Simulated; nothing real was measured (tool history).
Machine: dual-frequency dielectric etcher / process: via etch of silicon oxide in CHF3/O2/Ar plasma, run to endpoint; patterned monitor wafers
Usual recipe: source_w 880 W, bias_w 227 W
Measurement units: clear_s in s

run	day	source_w	bias_w	incoming incoming film thickness, nm	clear_s
1	0	1020	227	656.4	284.5
2	0.796	880	253	659	292.1
3	3.221	880	227	666.8	307.7
4	4.583	880	227	658	300.7
5	6.067	880	227	660.9	301.9
# day 10.442: wet clean of the chamber
6	10.462	810	261	661.5	305.9
7	11.008	810	261	659.4	303.6
# day 11.683: bias power generator calibrated
# day 12.533: upper electrode replaced
8	12.554	810	261	660.5	299.4
9	13.192	720	227	663.4	333
10	16.792	880	227	662.2	302.1
11	17.796	880	227	657.8	299.2
12	18.612	880	227	656.8	299.8
13	19.638	880	227	659.5	299.6
14	20.146	880	227	661.2	300.5
15	21.358	880	251	667.7	289.6
16	21.975	770	227	665	319.2
# day 22.479: source power generator calibrated
17	22.883	880	227	661.8	298.8
18	24.329	820	207	664	318.4
19	25.108	710	175	660.4	360.2
# day 26.942: wet clean of the chamber
20	26.962	880	227	658.9	302.6
21	27.25	710	199	655.3	349.6
22	28.717	680	251	659.4	326
23	30.046	800	183	658.5	343.2
24	31.492	1000	272	660.4	265.4
25	32.346	880	227	665.7	302.2
26	32.888	880	198	659.5	316.4
27	33.517	880	227	658.3	298
28	34.212	760	265	662.5	301
29	34.988	790	227	661.1	312.7
30	36.058	880	200	659.1	312.4
31	36.938	880	202	668.4	317.5
32	38.229	880	227	671.7	301.8
33	39.35	700	255	659.1	313.8
34	40.371	1090	212	659.2	275.4
35	41.771	710	272	662.5	304.3
# day 43.996: wet clean of the chamber
36	44.292	940	171	659	331.5

Same runs, no hidden state in the tool, same run-to-run variation:
Hidden conditions of the tool in this case: etch rate over this chamber's usual, %; source power that arrives over what is set, %; bias power that arrives over what is set, %.
run	clear_s
1	282.5
2	290.2
3	307.1
4	300.8
5	302.8
6	299.4
7	297.5
8	299.4
9	333.3
10	304.3
11	301.9
12	302.9
13	303.2
14	304.4
15	294
16	324.4
17	304
18	324.9
19	368
20	302.7
21	349.9
22	327
23	345.1
24	267.5
25	305.1
26	319.7
27	301.4
28	304.8
29	317.1
30	317.3
31	323.1
32	307.6
33	320.4
34	281.8
35	312
36	330.2
